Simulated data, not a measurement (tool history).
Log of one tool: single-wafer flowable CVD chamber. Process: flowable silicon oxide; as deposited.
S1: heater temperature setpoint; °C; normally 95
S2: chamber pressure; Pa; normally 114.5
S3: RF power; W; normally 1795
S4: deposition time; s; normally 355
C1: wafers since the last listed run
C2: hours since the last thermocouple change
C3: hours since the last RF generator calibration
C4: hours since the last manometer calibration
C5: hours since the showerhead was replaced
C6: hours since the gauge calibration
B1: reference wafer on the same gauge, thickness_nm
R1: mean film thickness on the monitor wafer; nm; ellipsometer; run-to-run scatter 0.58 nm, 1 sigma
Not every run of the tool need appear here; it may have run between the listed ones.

run 1 hour=0.0 | S1=98 S2=114.5 S3=1795 S4=355 | C1=0 C2=2649.7 C3=1177.5 C4=2325.2 C5=8422.9 C6=192.5 | B1=295.955 | R1=238.571
run 2 hour=26.6 | S1=98 S2=114.5 S3=1795 S4=355 | C1=113 C2=2676.3 C3=1204.1 C4=2351.8 C5=8449.5 C6=219.1 | B1=295.528 | R1=239.551
run 3 hour=51.3 | S1=98 S2=114.5 S3=1795 S4=355 | C1=105 C2=2701.0 C3=1228.8 C4=2376.5 C5=8474.2 C6=243.8 | B1=295.324 | R1=238.810
run 4 hour=66.3 | S1=95 S2=114.5 S3=1795 S4=355 | C1=64 C2=2716.0 C3=1243.8 C4=2391.5 C5=8489.2 C6=258.8 | B1=295.175 | R1=268.141
-- hour=90.0 gauge calibrated
run 5 hour=91.5 | S1=95 S2=114.5 S3=1795 S4=355 | C1=107 C2=2741.2 C3=1269.0 C4=2416.7 C5=8514.4 C6=1.5 | B1=298.033 | R1=269.579
run 6 hour=127.4 | S1=95 S2=114.5 S3=1795 S4=410 | C1=153 C2=2777.1 C3=1304.9 C4=2452.6 C5=8550.3 C6=37.4 | B1=297.658 | R1=311.613
run 7 hour=150.6 | S1=95 S2=114.5 S3=1795 S4=355 | C1=99 C2=2800.3 C3=1328.1 C4=2475.8 C5=8573.5 C6=60.6 | B1=297.516 | R1=268.291
run 8 hour=165.9 | S1=95 S2=114.5 S3=1795 S4=355 | C1=65 C2=2815.6 C3=1343.4 C4=2491.1 C5=8588.8 C6=75.9 | B1=297.231 | R1=268.532
-- hour=188.8 capacitance manometer re-zeroed and calibrated
-- hour=192.9 thermocouple changed; heater temperature recalibrated
run 9 hour=193.4 | S1=86 S2=114.5 S3=1985 S4=321 | C1=65 C2=0.5 C3=1370.9 C4=4.6 C5=8616.3 C6=103.4 | B1=296.943 | R1=344.013
-- hour=202.4 showerhead replaced
-- hour=292.9 RF generator calibrated
run 10 hour=293.4 | S1=104 S2=114.5 S3=1795 S4=401 | C1=359 C2=100.5 C3=0.5 C4=104.6 C5=91.0 C6=203.4 | B1=295.634 | R1=214.225
run 11 hour=304.8 | S1=86 S2=105.5 S3=1455 S4=296 | C1=48 C2=111.9 C3=11.9 C4=116.0 C5=102.4 C6=214.8 | B1=295.581 | R1=263.238
run 12 hour=327.2 | S1=95 S2=114.5 S3=1795 S4=355 | C1=95 C2=134.3 C3=34.3 C4=138.4 C5=124.8 C6=237.2 | B1=295.357 | R1=266.488
run 13 hour=352.0 | S1=83 S2=88.5 S3=1600 S4=311 | C1=106 C2=159.1 C3=59.1 C4=163.2 C5=149.6 C6=262.0 | B1=294.996 | R1=266.774
-- hour=359.0 gauge calibrated
run 14 hour=373.0 | S1=89 S2=86.1 S3=1460 S4=355 | C1=89 C2=180.1 C3=80.1 C4=184.2 C5=170.6 C6=14.0 | B1=298.149 | R1=236.027
run 15 hour=420.2 | S1=80 S2=114.5 S3=1460 S4=304 | C1=202 C2=227.3 C3=127.3 C4=231.4 C5=217.8 C6=61.2 | B1=297.631 | R1=362.187
run 16 hour=454.0 | S1=95 S2=124.0 S3=1480 S4=424 | C1=144 C2=261.1 C3=161.1 C4=265.2 C5=251.6 C6=95.0 | B1=297.202 | R1=325.700
run 17 hour=479.9 | S1=95 S2=114.5 S3=1985 S4=355 | C1=110 C2=287.0 C3=187.0 C4=291.1 C5=277.5 C6=120.9 | B1=296.878 | R1=275.456

Branching from run 17: 3 alternative next runs. What would each branch give?
run A hour=480.4 | S1=95 S2=114.5 S3=1795 S4=355 | C1=2 C2=287.5 C3=187.5 C4=291.6 C5=278.0 C6=121.4 | B1=? | R1=?
run B hour=480.4 | S1=88 S2=114.5 S3=1620 S4=355 | C1=2 C2=287.5 C3=187.5 C4=291.6 C5=278.0 C6=121.4 | B1=? | R1=?
run C hour=480.4 | S1=103 S2=114.5 S3=1795 S4=417 | C1=2 C2=287.5 C3=187.5 C4=291.6 C5=278.0 C6=121.4 | B1=? | R1=?

run=A B1=296.958 R1=268.330
run=B B1=296.958 R1=335.729
run=C B1=296.958 R1=232.813
With no hidden state in the tool, these same runs would have given:
run=A R1=269.374
run=B R1=337.034
run=C R1=233.718

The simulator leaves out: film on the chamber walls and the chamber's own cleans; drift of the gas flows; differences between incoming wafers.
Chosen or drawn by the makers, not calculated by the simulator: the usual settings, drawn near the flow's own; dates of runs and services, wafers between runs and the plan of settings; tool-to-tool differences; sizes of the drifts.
